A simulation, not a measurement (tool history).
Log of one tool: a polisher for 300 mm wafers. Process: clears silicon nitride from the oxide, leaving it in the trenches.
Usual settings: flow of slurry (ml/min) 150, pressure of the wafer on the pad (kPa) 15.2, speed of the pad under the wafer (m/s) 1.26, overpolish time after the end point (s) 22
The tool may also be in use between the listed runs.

| run | day | flow of slurry (ml/min) | pressure of the wafer on the pad (kPa) | speed of the pad under the wafer (m/s) | overpolish time after the end point (s) | incoming thickness of the incoming film, nm | time until the end point was called (s) |
|---|---|---|---|---|---|---|---|
| 1 | 0.000 | 150 | 15.2 | 1.26 | 22 | 99.4 | 95.3 |
| 2 | 1.129 | 150 | 15.2 | 1.26 | 22 | 98.4 | 98.1 |
|  | 1.638 | worn pad replaced by a new one |
| 3 | 1.688 | 150 | 15.2 | 1.26 | 22 | 99.8 | 94.6 |
| 4 | 2.967 | 150 | 15.2 | 1.38 | 22 | 99.2 | 85.3 |
| 5 | 3.796 | 150 | 15.2 | 1.26 | 22 | 99.9 | 93.7 |
| 6 | 4.392 | 150 | 15.2 | 1.26 | 22 | 100.2 | 97.1 |
|  | 4.912 | worn pad replaced by a new one |
| 7 | 5.425 | 150 | 15.2 | 1.26 | 22 | 98.2 | 88.9 |
| 8 | 6.754 | 150 | 17.2 | 1.26 | 31 | 101.0 | 83.6 |
|  | 7.512 | head pressure recalibrated |
| 9 | 7.554 | 150 | 17.2 | 1.26 | 31 | 99.6 | 98.2 |
| 10 | 8.171 | 150 | 17.2 | 1.26 | 31 | 99.4 | 96.8 |
|  | 8.562 | worn pad replaced by a new one |
| 11 | 8.846 | 150 | 20.0 | 1.26 | 22 | 101.0 | 83.1 |
| 12 | 9.950 | 150 | 17.2 | 1.26 | 22 | 99.2 | 94.0 |
| 13 | 11.171 | 150 | 18.6 | 1.26 | 33 | 99.8 | 89.8 |
| 14 | 12.225 | 150 | 15.2 | 1.26 | 22 | 98.0 | 110.6 |
|  | 12.654 | worn pad replaced by a new one |
| 15 | 13.646 | 150 | 15.2 | 1.26 | 22 | 99.7 | 106.2 |
| 16 | 14.400 | 125 | 15.2 | 1.48 | 22 | 101.0 | 97.6 |
|  | 14.521 | slurry nozzle cleaned |
| 17 | 15.179 | 105 | 15.2 | 1.26 | 22 | 100.9 | 115.2 |
|  | 16.146 | worn pad replaced by a new one |
| 18 | 16.167 | 150 | 15.2 | 1.26 | 22 | 99.9 | 105.1 |

Forecast run 19:
| 19 | 17.208 | 150 | 15.2 | 1.26 | 22 | 99.5 | ? |

time until the end point was called (s): 106.7
Without the tool's hidden state the same run would have given time until the end point was called (s) 105.1.
